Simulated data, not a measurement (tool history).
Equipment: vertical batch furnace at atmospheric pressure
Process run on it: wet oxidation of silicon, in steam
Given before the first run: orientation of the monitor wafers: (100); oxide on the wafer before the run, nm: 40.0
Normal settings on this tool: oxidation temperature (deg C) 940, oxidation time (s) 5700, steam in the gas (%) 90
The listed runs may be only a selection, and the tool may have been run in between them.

| run | hour | oxidation temperature (deg C) | oxidation time (s) | steam in the gas (%) | wafers since the last listed run | hours since the last temperature calibration | hours since the steam generator was serviced | hours since the gauge calibration | read-back reference wafer on the same gauge, thickness | oxide thickness on the monitor wafer (nm) |
|---|---|---|---|---|---|---|---|---|---|---|
| 1 | 0 | 940 | 5700 | 81 | 0 | 2186.9 | 262.6 | 1370.2 | 343.08 | 335.22 |
| 2 | 26.8 | 940 | 5700 | 90 | 465 | 2213.7 | 289.4 | 1397 | 343.1 | 360.88 |
| 3 | 85.7 | 940 | 5700 | 90 | 1022 | 2272.6 | 348.3 | 1455.9 | 342.67 | 360.45 |
| 4 | 123.4 | 940 | 7860 | 96 | 654 | 2310.3 | 386 | 1493.6 | 342.72 | 469.94 |
| 5 | 179.9 | 940 | 7860 | 96 | 980 | 2366.8 | 442.5 | 1550.1 | 343.56 | 469.72 |
| 6 | 228.4 | 940 | 7860 | 96 | 841 | 2415.3 | 491 | 1598.6 | 343.11 | 468.83 |
| 7 | 267.1 | 940 | 5700 | 90 | 671 | 2454 | 529.7 | 1637.3 | 342.67 | 361.52 |
| 8 | 301.1 | 940 | 5700 | 90 | 590 | 2488 | 563.7 | 1671.3 | 342.91 | 360.82 |
| 9 | 340.1 | 940 | 5700 | 90 | 676 | 2527 | 602.7 | 1710.3 | 342.91 | 359.76 |
| 10 | 409.5 | 940 | 5700 | 90 | 1204 | 2596.4 | 672.1 | 1779.7 | 342.92 | 355.77 |
| 11 | 453.9 | 940 | 5700 | 90 | 770 | 2640.8 | 716.5 | 1824.1 | 343.75 | 362.18 |
| 12 | 480.8 | 940 | 5700 | 90 | 466 | 2667.7 | 743.4 | 1851 | 342.41 | 359.58 |
|  | 541.6 | gauge calibrated |
| 13 | 546.3 | 940 | 5700 | 90 | 1136 | 2733.2 | 808.9 | 4.7 | 342.59 | 359.67 |
| 14 | 575.7 | 940 | 5700 | 90 | 510 | 2762.6 | 838.3 | 34.1 | 343.18 | 359.64 |
| 15 | 606 | 948 | 6750 | 90 | 525 | 2792.9 | 868.6 | 64.4 | 342.72 | 427.14 |
| 16 | 658.1 | 948 | 6750 | 90 | 904 | 2845 | 920.7 | 116.5 | 343.12 | 435.71 |
| 17 | 706.7 | 940 | 5700 | 90 | 843 | 2893.6 | 969.3 | 165.1 | 343.82 | 362.81 |

For run 18, what comes out?
| 18 | 760.4 | 940 | 7860 | 96 | 931 | 2947.3 | 1023 | 218.8 | ? | ? |

{"run 18": {"read-back reference wafer on the same gauge, thickness": 342.97, "oxide thickness on the monitor wafer (nm)": 471.39}}
With no hidden state in the tool, this same run would have given oxide thickness on the monitor wafer (nm) 457.47.

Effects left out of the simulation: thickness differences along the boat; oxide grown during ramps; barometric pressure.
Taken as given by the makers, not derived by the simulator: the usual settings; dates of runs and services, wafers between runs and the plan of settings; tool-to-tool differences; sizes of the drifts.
